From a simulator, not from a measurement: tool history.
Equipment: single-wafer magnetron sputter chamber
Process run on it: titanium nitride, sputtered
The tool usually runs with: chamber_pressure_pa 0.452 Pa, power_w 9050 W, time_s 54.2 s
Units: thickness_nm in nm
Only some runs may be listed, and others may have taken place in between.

run    hour  chamber_pressure_pa  power_w  time_s  read-back reference wafer on the same gauge, thickness_nm  thickness_nm
  1     0.0                0.452     9050    54.2                                                     70.458        84.305
  2    98.3                0.452     9050    54.2                                                     70.516        83.883
  3   168.2                0.452     9050    54.2                                                     70.391        82.891
  4   275.6                0.452     9050    54.2                                                     70.349        81.051
  5   315.9                0.452     9050    54.2                                                     70.420        80.473
      398.5  -- sputter target and shields replaced
  6   399.0                0.452     9050    54.2                                                     70.402        84.483
  7   448.3                0.452     9050    50.8                                                     70.404        78.684
  8   542.2                0.452     9050    50.8                                                     70.355        77.740
      557.1  -- capacitance manometer re-zeroed and calibrated
  9   598.2                0.452     9050    50.8                                                     70.391        77.761
 10   697.8                0.452     9050    54.2                                                     70.404        81.854
 11   795.2                0.452     9050    54.2                                                     70.301        81.461
 12   844.0                0.452     9050    54.2                                                     70.360        79.523
      887.8  -- sputter target and shields replaced
 13   904.6                0.354     9050    58.8                                                     70.413        95.894
 14   980.8                0.354     9050    58.8                                                     70.360        95.530
     1000.5  -- gauge calibrated
 15  1023.9                0.379     9050    59.3                                                     70.434        94.436
 16  1085.0                0.452     9050    54.2                                                     70.397        83.743
 17  1140.5                0.289     9050    54.2                                                     70.504        90.308
 18  1210.8                0.452     9050    50.8                                                     70.423        76.962
 19  1302.1                0.452     9050    54.2                                                     70.465        80.269
     1396.0  -- sputter target and shields replaced
 20  1396.5                0.356     6950    54.2                                                     70.383        69.605
     1411.4  -- magnet pack replaced
 21  1438.4                0.585     9050    63.6                                                     70.368        93.424
 22  1483.7                0.452     7450    62.2                                                     70.383        80.886
 23  1523.3                0.452     9050    54.2                                                     70.431        83.815
 24  1568.2                0.452     7950    50.1                                                     70.360        70.080
 25  1652.1                0.452     9050    43.6                                                     70.413        66.196
 26  1757.8                0.407    10950    54.2                                                     70.417        99.966
 27  1817.7                0.452    10800    61.7                                                     70.284       107.499
     1840.9  -- sputter target and shields replaced
 28  1896.9                0.452    10500    62.7                                                     70.312       111.591
     1928.4  -- capacitance manometer re-zeroed and calibrated
 29  1981.6                0.320     6800    63.3                                                     70.360        81.911
 30  2043.7                0.452     9050    54.2                                                     70.413        83.373
 31  2085.1                0.452     9050    54.2                                                     70.456        82.879
 32  2147.3                0.452     9050    54.2                                                     70.329        82.546
 33  2191.8                0.452     9050    54.2                                                     70.333        82.489

Pick out some run-to-run changes in thickness_nm. Of each, how much would a tool without hidden state show as well, from the settings, what came in and chance, and how much is left for the hidden state and any gauge scatter not in both results compared?
The hidden state here: deposition rate above that of a new target (%); true argon pressure above the setpoint (%); gauge reads high (%).
Run 12 -> 13: chamber_pressure_pa 0.452 -> 0.354, time_s 54.2 -> 58.8, sputter target and shields replaced. thickness_nm +16.371 nm: hidden state +4.240, all else +12.131.
Run 19 -> 20: chamber_pressure_pa 0.452 -> 0.356, power_w 9050 -> 6950, sputter target and shields replaced. thickness_nm -10.664 nm: hidden state +4.061, all else -14.725.
Run 20 -> 21: chamber_pressure_pa 0.356 -> 0.585, power_w 6950 -> 9050, time_s 54.2 -> 63.6, magnet pack replaced. thickness_nm +23.819 nm: hidden state -0.079, all else +23.898.
Run 25 -> 26: chamber_pressure_pa 0.452 -> 0.407, power_w 9050 -> 10950, time_s 43.6 -> 54.2. thickness_nm +33.770 nm: hidden state -2.324, all else +36.094.
Run 27 -> 28: power_w 10800 -> 10500, time_s 61.7 -> 62.7, sputter target and shields replaced. thickness_nm +4.092 nm: hidden state +5.011, all else -0.919.
Run 28 -> 29: chamber_pressure_pa 0.452 -> 0.320, power_w 10500 -> 6800, time_s 62.7 -> 63.3, capacitance manometer re-zeroed and calibrated. thickness_nm -29.680 nm: hidden state -0.303, all else -29.377.

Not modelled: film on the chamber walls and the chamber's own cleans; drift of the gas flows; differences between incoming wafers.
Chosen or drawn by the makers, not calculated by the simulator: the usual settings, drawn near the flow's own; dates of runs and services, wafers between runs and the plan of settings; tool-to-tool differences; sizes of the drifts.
